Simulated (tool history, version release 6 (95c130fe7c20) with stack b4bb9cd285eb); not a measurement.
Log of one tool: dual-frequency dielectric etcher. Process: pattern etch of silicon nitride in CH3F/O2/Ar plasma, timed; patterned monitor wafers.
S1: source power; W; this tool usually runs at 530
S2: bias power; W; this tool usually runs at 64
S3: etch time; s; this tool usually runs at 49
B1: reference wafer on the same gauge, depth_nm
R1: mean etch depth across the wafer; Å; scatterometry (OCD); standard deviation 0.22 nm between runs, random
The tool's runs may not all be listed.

Run 1, hour 0: usual settings but S2 74 W; B1 44.39. Result: R1 404 Å.
Run 2, hour 62.2: usual settings but S2 74 W; B1 44.46. Result: R1 406.9 Å.
Run 3, hour 100.6: usual settings but S3 60.5 s; B1 44.26. Result: R1 478.9 Å.
Run 4, hour 157.4: usual settings but S3 38 s; B1 44.39. Result: R1 304.8 Å.
Run 5, hour 208.9: usual settings but S3 38 s; B1 44.36. Result: R1 301.7 Å.
Run 6, hour 264.5: usual settings; B1 44.48. Result: R1 395 Å.
Run 7, hour 289.1: usual settings; B1 44.39. Result: R1 395.5 Å.
Run 8, hour 316.6: usual settings; B1 44.35. Result: R1 396.2 Å.
At hour 417.3: wet clean of the chamber.
Run 9, hour 445: usual settings; B1 44.35. Result: R1 379.7 Å.
Run 10, hour 495.8: usual settings but S3 54.5 s; B1 44.34. Result: R1 432.3 Å.
Run 11, hour 541.2: usual settings; B1 44.3. Result: R1 386.6 Å.
Run 12, hour 570.5: usual settings; B1 44.29. Result: R1 384.1 Å.
At hour 763.5: gauge calibrated.
Run 13, hour 781.9: usual settings; B1 44.37. Result: R1 394.2 Å.
Run 14, hour 806.4: usual settings but S1 430 W, S3 60 s; B1 44.31. Result: R1 434.2 Å.
Run 15, hour 855.2: usual settings; B1 44.39. Result: R1 395.4 Å.
At hour 902.3: wet clean of the chamber.
Run 16, hour 902.8: usual settings; B1 44.4. Result: R1 383.2 Å.
Run 17, hour 941.5: usual settings; B1 44.49. Result: R1 385.1 Å.
Run 18, hour 1061.7: usual settings but S1 420 W, S3 61 s; B1 44.37. Result: R1 424 Å.
Run 19, hour 1127.2: usual settings; B1 44.37. Result: R1 393.9 Å.
Run 20, hour 1199.2: usual settings but S1 440 W; B1 44.38. Result: R1 358.5 Å.
At hour 1268.4: upper electrode replaced.
At hour 1269.6: source power generator calibrated.
Run 21, hour 1270.1: usual settings but S2 76 W, S3 36 s; B1 44.45. Result: R1 307.4 Å.
Run 22, hour 1298.1: usual settings but S1 590 W, S3 53 s; B1 44.36. Result: R1 452 Å.
Run 23, hour 1353.5: usual settings; B1 44.38. Result: R1 401.6 Å.
At hour 1361.5: bias power generator calibrated.
At hour 1430.3: wet clean of the chamber.
Run 24, hour 1430.8: usual settings but S1 490 W, S2 71 W, S3 62.5 s; B1 44.35. Result: R1 482.9 Å.
Run 25, hour 1465.9: usual settings; B1 44.41. Result: R1 382.8 Å.
Run 26, hour 1524.3: usual settings but S3 34.5 s; B1 44.54. Result: R1 270.2 Å.
Run 27, hour 1561.4: usual settings but S2 72 W, S3 57.5 s; B1 44.49. Result: R1 472.9 Å.
Run 28, hour 1590.5: usual settings; B1 44.35. Result: R1 382 Å.
Run 29, hour 1657.9: usual settings but S1 600 W; B1 44.36. Result: R1 413.8 Å.
Run 30, hour 1714.6: usual settings but S2 78 W; B1 44.37. Result: R1 419.9 Å.
At hour 1910.9: wet clean of the chamber.
Run 31, hour 1911.4: usual settings but S1 440 W; B1 44.35. Result: R1 346.5 Å.

What if the next run were any one of these 3? Each begins from the tool's condition after run 31:
Run A, hour 1911.8: usual settings; B1 ?. Result: R1 ?.
Run B, hour 1911.8: usual settings but S1 480 W, S3 38.5 s; B1 ?. Result: R1 ?.
Run C, hour 1911.8: usual settings but S1 570 W, S2 57 W; B1 ?. Result: R1 ?.

run     B1     R1
  A  44.41  378.7
  B  44.41  282.9
  C  44.41  378.3
Without the tool's unlogged condition, the same runs would have read:
run     R1
  A  380.8
  B  284.5
  C  380.4
